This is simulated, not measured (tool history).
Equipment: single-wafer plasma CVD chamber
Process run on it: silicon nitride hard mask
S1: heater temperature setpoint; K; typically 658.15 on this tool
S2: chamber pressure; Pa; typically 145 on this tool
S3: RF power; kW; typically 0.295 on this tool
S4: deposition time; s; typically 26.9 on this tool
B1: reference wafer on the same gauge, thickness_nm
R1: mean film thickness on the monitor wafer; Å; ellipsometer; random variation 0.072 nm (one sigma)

run,hour,S1,S2,S3,S4,B1,R1
1,0,658.15,145,0.295,26.9,27.178,281.15
2,26.9,658.15,145,0.295,26.9,27.192,279.86
# hour 178.7: gauge calibrated
3,231.9,658.15,145,0.295,26.9,27.207,278.65
4,258.8,658.15,145,0.295,26.9,27.199,279.21
5,322.3,658.15,145,0.295,26.9,27.182,277.74
6,380.1,658.15,145,0.295,26.9,27.191,278.94
7,416.8,658.15,145,0.295,26.9,27.189,278.09
8,446.3,658.15,145,0.295,26.9,27.194,276.12
9,495.5,658.15,145,0.295,26.9,27.194,277.04
10,529,658.15,145,0.295,26.9,27.197,274.85
11,585.7,658.15,145,0.295,26.9,27.229,273.97
# hour 697.1: RF generator calibrated
12,709.6,658.15,145,0.295,28.7,27.205,299.87
# hour 726.3: showerhead replaced
13,771.8,662.15,173,0.35,26.9,27.191,328.53
# hour 796.4: capacitance manometer re-zeroed and calibrated
14,842.5,658.15,145,0.315,22.7,27.17,246.11
15,901.7,643.15,121,0.295,24.4,27.199,241.09
16,931.4,658.15,167,0.295,26.9,27.2,292.06
17,978.4,658.15,145,0.295,26.9,27.201,280.1
18,1039.6,646.15,145,0.28,22.6,27.206,230.1
19,1086.2,673.15,145,0.295,24.6,27.203,252.1
# hour 1152.8: thermocouple changed; heater temperature recalibrated
20,1153.3,651.15,145,0.295,22.9,27.23,237.33
# hour 1170.9: gauge calibrated
21,1181.4,658.15,145,0.295,26.9,27.172,277.35
22,1354.5,672.15,145,0.295,26.9,27.218,275.26
23,1418.2,664.15,145,0.295,26.9,27.184,274.14
24,1465.6,648.15,113,0.275,26.9,27.235,241.1
25,1512.5,650.15,145,0.295,28.3,27.191,288.53

Here are 5 independent what-if runs from the current tool condition. What would each one return?
A,1512.9,658.15,145,0.335,26.9,?,?
B,1512.9,648.15,173,0.31,22.8,?,?
C,1512.9,668.15,116,0.34,26.9,?,?
D,1512.9,643.15,145,0.295,26.9,?,?
E,1512.9,650.15,145,0.295,26.9,?,?

run,B1,R1
A,27.212,296.18
B,27.212,254.67
C,27.212,274.98
D,27.212,276.1
E,27.212,275.22
Had the tool no hidden state, the same runs would have come out as:
run,R1
A,305.08
B,262.43
C,283.13
D,284.68
E,283.77
